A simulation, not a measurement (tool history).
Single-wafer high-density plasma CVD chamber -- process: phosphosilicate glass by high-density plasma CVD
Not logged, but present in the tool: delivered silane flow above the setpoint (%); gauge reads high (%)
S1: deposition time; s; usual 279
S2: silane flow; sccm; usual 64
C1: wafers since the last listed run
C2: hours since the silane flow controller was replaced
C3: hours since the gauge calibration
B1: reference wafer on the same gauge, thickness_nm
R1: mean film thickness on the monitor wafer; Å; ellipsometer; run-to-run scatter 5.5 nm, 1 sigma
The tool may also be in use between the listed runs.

run,hour,S1,S2,C1,C2,C3,B1,R1
1,0,279,64,0,3717.8,275,1987.864,20347.73
2,12.4,279,64,112,3730.2,287.4,1988.577,20349.32
3,28.7,279,64,147,3746.5,303.7,1988.783,20290.44
4,46.5,279,64,160,3764.3,321.5,1990.564,20433.73
5,57.9,279,64,103,3775.7,332.9,1989.487,20314.98
6,69.8,306,64,107,3787.6,344.8,1991.466,22190.7
7,81.4,306,64,104,3799.2,356.4,1986.616,22324.19
8,96.4,306,64,135,3814.2,371.4,1989.378,22277.52
9,104.2,279,64,70,3822,379.2,1991.477,20292.35
10,120.2,279,61,144,3838,395.2,1989.61,19225.56
11,130.3,314,64,91,3848.1,405.3,1990.605,22829.37
12,143.6,314,64,120,3861.4,418.6,1990.436,22815.3
13,157.3,279,64,123,3875.1,432.3,1989.462,20329.49
14,169.8,279,64,113,3887.6,444.8,1990.994,20379.03
15,184.4,279,64,132,3902.2,459.4,1989.398,20334.68
16,200.3,279,64,143,3918.1,475.3,1990.217,20277.94
17,214.7,279,64,130,3932.5,489.7,1988.615,20335.68
18,254.2,279,64,357,3972,529.2,1989.532,20320.16
19,271.1,279,64,152,3988.9,546.1,1989.482,20327.99
20,281.2,279,64,91,3999,556.2,1989.334,20311.55
21,288,319,64,61,4005.8,563,1989.867,23198.58
22,295.1,279,57,64,4012.9,570.1,1990.672,18095.73
23,304.2,279,57,82,4022,579.2,1988.553,18111.57
24,317.2,245,71,117,4035,592.2,1988.404,19822.6
25,327.1,254,53,89,4044.9,602.1,1991.868,15349.82
26,344,279,64,152,4061.8,619,1991.127,20255.32
27,352.6,249,60,77,4070.4,627.6,1992.021,17026.61
# hour 352.7: gauge calibrated
28,362,227,64,85,4079.8,9.3,1988.601,16516.69
29,372.9,279,64,98,4090.7,20.2,1988.801,20315.71
30,383.7,306,64,97,4101.5,31,1990.198,22280.54
31,390.2,328,72,58,4108,37.5,1989.079,26867.32
32,400.4,230,64,92,4118.2,47.7,1991.652,16667.64
33,417.8,310,73,157,4135.6,65.1,1990.604,25607.84
34,447.5,307,64,268,4165.3,94.8,1992.063,22280.74
35,459.2,331,77,105,4177,106.5,1990.241,28957.63
36,468.5,298,70,84,4186.3,115.8,1988.369,23620.22
37,478.6,230,58,91,4196.4,125.9,1989.527,15252.84
# hour 488.2: silane flow controller replaced
38,491.5,251,76,44,3.3,138.8,1988.859,21698.39
39,507.9,279,64,148,19.7,155.2,1990.313,20442.08
40,522.4,317,53,131,34.2,169.7,1987.967,19045.72
41,565.6,235,73,390,77.4,212.9,1989.772,19460.34
42,575.8,279,64,92,87.6,223.1,1992.061,20296.49
43,588.4,326,57,113,100.2,235.7,1989.58,21087.85
44,595.9,279,64,67,107.7,243.2,1989.292,20352.79
45,610.3,236,64,130,122.1,257.6,1989.413,17192.72
46,616.9,279,53,59,128.7,264.2,1990.258,16781.1
47,633.6,232,67,151,145.4,280.9,1989.145,17643.27

3 options for the next run, each taken on its own from the tool as it stands now. Forecast them:
A,634.1,279,64,4,145.9,281.4,?,?
B,634.1,300,75,4,145.9,281.4,?,?
C,634.1,317,58,4,145.9,281.4,?,?

run,B1,R1
A,1990.265,20362.19
B,1990.265,25658
C,1990.265,20966.58
The same runs, with their run-to-run variation unchanged, on a tool lacking any hidden condition would have given:
run,R1
A,20362.19
B,25658
C,20966.58

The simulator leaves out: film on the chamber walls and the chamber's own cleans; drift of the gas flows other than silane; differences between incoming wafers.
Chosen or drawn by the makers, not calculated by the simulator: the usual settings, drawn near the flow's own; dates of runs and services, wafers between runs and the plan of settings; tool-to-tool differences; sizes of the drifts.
